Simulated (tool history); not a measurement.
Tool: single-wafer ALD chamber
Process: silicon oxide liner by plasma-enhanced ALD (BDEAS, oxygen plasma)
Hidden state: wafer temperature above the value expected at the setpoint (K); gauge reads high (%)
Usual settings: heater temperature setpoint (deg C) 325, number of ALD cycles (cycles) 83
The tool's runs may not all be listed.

run,day,heater temperature setpoint (deg C),number of ALD cycles (cycles),wafers since the last listed run,hours since the last thermocouple change,hours since the gauge calibration,"read-back reference wafer on the same gauge, thickness_nm",mean film thickness on the monitor wafer (Å)
1,0,325,83,0,2419.7,659.2,7.985,86.14
2,1.729,325,83,246,2461.2,700.7,7.978,86.14
3,3.746,325,83,287,2509.6,749.1,7.978,86.45
4,4.825,325,89,153,2535.5,775,7.983,92.47
5,6.746,325,89,273,2581.6,821.1,7.969,92.43
6,9.079,318,83,332,2637.6,877.1,7.978,86.89
7,10.696,325,79,230,2676.4,915.9,7.983,81.81
8,12.292,325,79,227,2714.7,954.2,7.99,81.67
9,14.617,325,93,331,2770.5,1010,7.982,96.17
10,16.867,325,83,320,2824.5,1064,7.973,86.24
11,19.342,325,77,352,2883.9,1123.4,7.972,79.91
12,21.692,325,77,334,2940.3,1179.8,7.989,79.97
# day 23.4: thermocouple changed; heater temperature recalibrated
13,23.942,325,77,273,13,1233.8,7.982,79.87
14,25.512,325,87,223,50.7,1271.5,7.983,90.15
15,26.979,325,87,209,85.9,1306.7,7.979,89.82
16,28.025,325,91,149,111,1331.8,7.986,94.35
17,29.471,325,77,206,145.7,1366.5,7.981,80.03
18,30.954,317,88,211,181.3,1402.1,7.987,92.04
19,33.771,325,74,401,248.9,1469.7,7.982,76.29
# day 40.188: gauge calibrated
20,42.533,325,97,1248,459.2,56.3,7.98,100.42
21,44.021,325,83,211,494.9,92,7.974,86.21
22,46.7,336,83,381,559.2,156.3,7.978,84.79
23,47.996,329,67,184,590.3,187.4,7.984,69.17
24,50.321,314,76,331,646.1,243.2,7.972,80.17
25,51.583,312,97,179,676.4,273.5,7.979,102.66
26,53.646,325,91,293,725.9,323,7.975,94.6
27,55.438,325,83,255,768.9,366,7.979,86.02
28,57.388,325,83,277,815.7,412.8,7.984,85.63
29,58.5,331,83,158,842.4,439.5,7.981,85.43
30,61.275,312,74,395,909,506.1,7.974,78.67

How the hidden state differs across the entries between the runs, from the last listed run before each to the first after it:
Between runs 12 and 13: thermocouple changed; heater temperature recalibrated (day 23.4)
  no hidden state differs between the two runs
Between runs 19 and 20: gauge calibrated (day 40.188)
  no hidden state differs between the two runs

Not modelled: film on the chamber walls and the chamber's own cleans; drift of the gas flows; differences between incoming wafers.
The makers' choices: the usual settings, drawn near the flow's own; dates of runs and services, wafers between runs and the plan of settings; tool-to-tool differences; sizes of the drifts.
